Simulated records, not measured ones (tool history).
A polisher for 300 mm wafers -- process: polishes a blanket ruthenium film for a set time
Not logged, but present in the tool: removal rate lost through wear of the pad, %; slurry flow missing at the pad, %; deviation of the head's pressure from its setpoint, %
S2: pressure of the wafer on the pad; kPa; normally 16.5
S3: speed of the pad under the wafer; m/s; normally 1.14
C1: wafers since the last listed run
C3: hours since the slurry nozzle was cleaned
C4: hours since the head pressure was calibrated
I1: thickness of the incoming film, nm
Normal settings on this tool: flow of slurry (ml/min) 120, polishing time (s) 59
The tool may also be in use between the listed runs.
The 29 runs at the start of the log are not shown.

run 30 day=14.942 | flow_of_slurry_(ml/min)=105 S2=16.5 S3=1.14 polishing_time_(s)=73 | C1=108 wafers_polished_on_this_pad=163 C3=193.2 C4=123.8 | I1=246.0 | film_removed_(Å)=995
run 31 day=15.204 | flow_of_slurry_(ml/min)=150 S2=20.7 S3=1.28 polishing_time_(s)=76 | C1=55 wafers_polished_on_this_pad=219 C3=199.5 C4=130.1 | I1=252.5 | film_removed_(Å)=1578
run 32 day=15.550 | flow_of_slurry_(ml/min)=120 S2=16.5 S3=1.00 polishing_time_(s)=66 | C1=73 wafers_polished_on_this_pad=292 C3=207.8 C4=138.4 | I1=250.8 | film_removed_(Å)=835
run 33 day=15.938 | flow_of_slurry_(ml/min)=95 S2=12.4 S3=1.32 polishing_time_(s)=59 | C1=82 wafers_polished_on_this_pad=374 C3=217.1 C4=147.7 | I1=249.3 | film_removed_(Å)=689
run 34 day=16.467 | flow_of_slurry_(ml/min)=120 S2=16.5 S3=1.14 polishing_time_(s)=59 | C1=112 wafers_polished_on_this_pad=487 C3=229.8 C4=160.4 | I1=249.4 | film_removed_(Å)=848
run 35 day=16.925 | flow_of_slurry_(ml/min)=120 S2=16.5 S3=1.14 polishing_time_(s)=59 | C1=97 wafers_polished_on_this_pad=584 C3=240.8 C4=171.4 | I1=250.2 | film_removed_(Å)=839
run 36 day=17.508 | flow_of_slurry_(ml/min)=105 S2=16.5 S3=0.98 polishing_time_(s)=59 | C1=123 wafers_polished_on_this_pad=707 C3=254.8 C4=185.4 | I1=252.1 | film_removed_(Å)=696
run 37 day=17.783 | flow_of_slurry_(ml/min)=120 S2=16.5 S3=1.14 polishing_time_(s)=59 | C1=58 wafers_polished_on_this_pad=766 C3=261.4 C4=192.0 | I1=251.5 | film_removed_(Å)=829
run 38 day=18.204 | flow_of_slurry_(ml/min)=120 S2=16.5 S3=1.14 polishing_time_(s)=59 | C1=89 wafers_polished_on_this_pad=855 C3=271.5 C4=202.1 | I1=245.9 | film_removed_(Å)=841

Forecast each of these 3 alternatives for the next run:
run A day=18.221 | flow_of_slurry_(ml/min)=120 S2=16.5 S3=1.14 polishing_time_(s)=59 | C1=3 wafers_polished_on_this_pad=859 C3=271.9 C4=202.5 | I1=250.0 | film_removed_(Å)=?
run B day=18.221 | flow_of_slurry_(ml/min)=120 S2=19.3 S3=0.84 polishing_time_(s)=59 | C1=3 wafers_polished_on_this_pad=859 C3=271.9 C4=202.5 | I1=250.0 | film_removed_(Å)=?
run C day=18.221 | flow_of_slurry_(ml/min)=155 S2=16.5 S3=1.14 polishing_time_(s)=59 | C1=3 wafers_polished_on_this_pad=859 C3=271.9 C4=202.5 | I1=250.0 | film_removed_(Å)=?

run=A film_removed_(Å)=834
run=B film_removed_(Å)=714
run=C film_removed_(Å)=879
With no hidden state in the tool, these same runs would have given:
run=A film_removed_(Å)=834
run=B film_removed_(Å)=714
run=C film_removed_(Å)=878
